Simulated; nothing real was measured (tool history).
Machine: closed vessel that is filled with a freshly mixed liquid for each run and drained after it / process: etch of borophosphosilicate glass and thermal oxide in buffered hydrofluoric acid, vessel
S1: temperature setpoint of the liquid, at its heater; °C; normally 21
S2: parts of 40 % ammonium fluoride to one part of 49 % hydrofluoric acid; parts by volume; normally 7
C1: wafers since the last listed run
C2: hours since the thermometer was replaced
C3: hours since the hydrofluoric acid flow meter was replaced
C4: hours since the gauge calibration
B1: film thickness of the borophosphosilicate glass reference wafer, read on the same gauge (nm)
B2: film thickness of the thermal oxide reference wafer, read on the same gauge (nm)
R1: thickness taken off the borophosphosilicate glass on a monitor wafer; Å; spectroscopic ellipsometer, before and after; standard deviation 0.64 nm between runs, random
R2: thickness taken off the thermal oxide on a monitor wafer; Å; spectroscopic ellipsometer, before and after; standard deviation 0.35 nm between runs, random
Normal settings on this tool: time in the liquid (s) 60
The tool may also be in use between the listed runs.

{"run": 1, "hour": 0.0, "S1": 17, "S2": 7, "time in the liquid (s)": 60, "C1": 0, "C2": 1547.5, "C3": 1914.1, "C4": 119.7, "B1": 80.02, "B2": 59.97, "R1": 825.6, "R2": 742.5}
{"run": 2, "hour": 6.4, "S1": 21, "S2": 7, "time in the liquid (s)": 60, "C1": 663, "C2": 1553.9, "C3": 1920.5, "C4": 126.1, "B1": 79.98, "B2": 60.01, "R1": 1036.8, "R2": 928.7}
{"run": 3, "hour": 13.0, "S1": 21, "S2": 7, "time in the liquid (s)": 60, "C1": 683, "C2": 1560.5, "C3": 1927.1, "C4": 132.7, "B1": 79.96, "B2": 60.01, "R1": 1028.5, "R2": 933.9}
{"run": 4, "hour": 30.8, "S1": 25, "S2": 7, "time in the liquid (s)": 60, "C1": 1844, "C2": 1578.3, "C3": 1944.9, "C4": 150.5, "B1": 80.02, "B2": 59.99, "R1": 1276.1, "R2": 1154.9}
{"run": 5, "hour": 45.9, "S1": 19, "S2": 7, "time in the liquid (s)": 60, "C1": 1564, "C2": 1593.4, "C3": 1960, "C4": 165.6, "B1": 80, "B2": 59.99, "R1": 937.6, "R2": 832.8}
{"run": 6, "hour": 55.7, "S1": 19, "S2": 7, "time in the liquid (s)": 60, "C1": 1015, "C2": 1603.2, "C3": 1969.8, "C4": 175.4, "B1": 79.95, "B2": 59.98, "R1": 944, "R2": 836.1}
{"run": 7, "hour": 68.2, "S1": 19, "S2": 7, "time in the liquid (s)": 60, "C1": 1295, "C2": 1615.7, "C3": 1982.3, "C4": 187.9, "B1": 79.99, "B2": 60.03, "R1": 934.9, "R2": 842.6}
{"run": 8, "hour": 106.6, "S1": 21, "S2": 7, "time in the liquid (s)": 60, "C1": 3979, "C2": 1654.1, "C3": 2020.7, "C4": 226.3, "B1": 79.99, "B2": 59.97, "R1": 1044.5, "R2": 938.2}
{"hour": 112.6, "done": "thermometer replaced"}
{"run": 9, "hour": 119.1, "S1": 21, "S2": 7, "time in the liquid (s)": 60, "C1": 1191, "C2": 6.5, "C3": 2033.2, "C4": 238.8, "B1": 79.97, "B2": 60, "R1": 943.3, "R2": 838.6}
{"run": 10, "hour": 127.0, "S1": 25.5, "S2": 7, "time in the liquid (s)": 60, "C1": 818, "C2": 14.4, "C3": 2041.1, "C4": 246.7, "B1": 80.03, "B2": 60.03, "R1": 1189.9, "R2": 1075.3}
{"run": 11, "hour": 140.7, "S1": 17, "S2": 8.5, "time in the liquid (s)": 60, "C1": 1419, "C2": 28.1, "C3": 2054.8, "C4": 260.4, "B1": 80.01, "B2": 60.05, "R1": 612.2, "R2": 549.3}
{"hour": 152.9, "done": "hydrofluoric acid flow meter replaced"}
{"run": 12, "hour": 153.4, "S1": 21, "S2": 7, "time in the liquid (s)": 60, "C1": 1212, "C2": 40.8, "C3": 0.5, "C4": 273.1, "B1": 80.01, "B2": 60.01, "R1": 942.2, "R2": 843.6}
{"run": 13, "hour": 170.4, "S1": 18.5, "S2": 5, "time in the liquid (s)": 60, "C1": 1761, "C2": 57.8, "C3": 17.5, "C4": 290.1, "B1": 80.02, "B2": 60.01, "R1": 1100.9, "R2": 983.1}
{"run": 14, "hour": 188.1, "S1": 24.5, "S2": 7, "time in the liquid (s)": 60, "C1": 1834, "C2": 75.5, "C3": 35.2, "C4": 307.8, "B1": 80.01, "B2": 59.99, "R1": 1134.6, "R2": 1015.5}
{"run": 15, "hour": 201.4, "S1": 21, "S2": 5, "time in the liquid (s)": 40, "C1": 1378, "C2": 88.8, "C3": 48.5, "C4": 321.1, "B1": 80.02, "B2": 60.02, "R1": 842.1, "R2": 757.3}
{"run": 16, "hour": 211.0, "S1": 21, "S2": 7, "time in the liquid (s)": 60, "C1": 994, "C2": 98.4, "C3": 58.1, "C4": 330.7, "B1": 80.02, "B2": 59.94, "R1": 936.6, "R2": 846.6}
{"hour": 217.8, "done": "gauge calibrated"}
{"run": 17, "hour": 220.2, "S1": 17, "S2": 9.5, "time in the liquid (s)": 60, "C1": 953, "C2": 107.6, "C3": 67.3, "C4": 2.4, "B1": 79.97, "B2": 59.99, "R1": 556.9, "R2": 496.5}
{"run": 18, "hour": 237.9, "S1": 22.5, "S2": 7, "time in the liquid (s)": 60, "C1": 1834, "C2": 125.3, "C3": 85, "C4": 20.1, "B1": 80.02, "B2": 60.01, "R1": 1030.2, "R2": 920.8}
{"run": 19, "hour": 248.5, "S1": 21, "S2": 7, "time in the liquid (s)": 60, "C1": 1098, "C2": 135.9, "C3": 95.6, "C4": 30.7, "B1": 80.03, "B2": 60.01, "R1": 943, "R2": 846.6}
{"run": 20, "hour": 257.9, "S1": 21, "S2": 5, "time in the liquid (s)": 85, "C1": 974, "C2": 145.3, "C3": 105, "C4": 40.1, "B1": 80.03, "B2": 59.98, "R1": 1829.1, "R2": 1610.9}
{"run": 21, "hour": 270.0, "S1": 24, "S2": 5, "time in the liquid (s)": 90, "C1": 1253, "C2": 157.4, "C3": 117.1, "C4": 52.2, "B1": 80.03, "B2": 60.01, "R1": 2247.6, "R2": 1994.3}
{"run": 22, "hour": 276.5, "S1": 24.5, "S2": 5, "time in the liquid (s)": 35, "C1": 673, "C2": 163.9, "C3": 123.6, "C4": 58.7, "B1": 79.95, "B2": 60.03, "R1": 907.8, "R2": 799.1}
{"run": 23, "hour": 293.8, "S1": 19.5, "S2": 8, "time in the liquid (s)": 30, "C1": 1792, "C2": 181.2, "C3": 140.9, "C4": 76, "B1": 80.07, "B2": 60.01, "R1": 373, "R2": 339.8}
{"run": 24, "hour": 311.6, "S1": 22.5, "S2": 6, "time in the liquid (s)": 60, "C1": 1844, "C2": 199, "C3": 158.7, "C4": 93.8, "B1": 79.97, "B2": 60.02, "R1": 1191.1, "R2": 1058.9}
{"run": 25, "hour": 324.2, "S1": 21, "S2": 5, "time in the liquid (s)": 60, "C1": 1305, "C2": 211.6, "C3": 171.3, "C4": 106.4, "B1": 80.01, "B2": 59.98, "R1": 1283.3, "R2": 1137.3}
{"run": 26, "hour": 336.9, "S1": 21, "S2": 7, "time in the liquid (s)": 30, "C1": 1316, "C2": 224.3, "C3": 184, "C4": 119.1, "B1": 80.01, "B2": 60, "R1": 473.8, "R2": 428}

Predict each of these 3 candidate next runs independently; none follows another, all start after run 26:
{"run": "A", "hour": 337.6, "S1": 21, "S2": 7, "time in the liquid (s)": 60, "C1": 72, "C2": 225, "C3": 184.7, "C4": 119.8, "B1": "?", "B2": "?", "R1": "?", "R2": "?"}
{"run": "B", "hour": 337.6, "S1": 21, "S2": 8, "time in the liquid (s)": 60, "C1": 72, "C2": 225, "C3": 184.7, "C4": 119.8, "B1": "?", "B2": "?", "R1": "?", "R2": "?"}
{"run": "C", "hour": 337.6, "S1": 24.5, "S2": 8.5, "time in the liquid (s)": 35, "C1": 72, "C2": 225, "C3": 184.7, "C4": 119.8, "B1": "?", "B2": "?", "R1": "?", "R2": "?"}

run=A B1=80 B2=60 R1=948.5 R2=860
run=B B1=80 B2=60 R1=819.5 R2=744.4
run=C B1=80 B2=60 R1=540.3 R2=492.3
With no hidden state in the tool, these same runs would have given:
run=A R1=905 R2=820
run=B R1=781.9 R2=709.8
run=C R1=516 R2=469.9
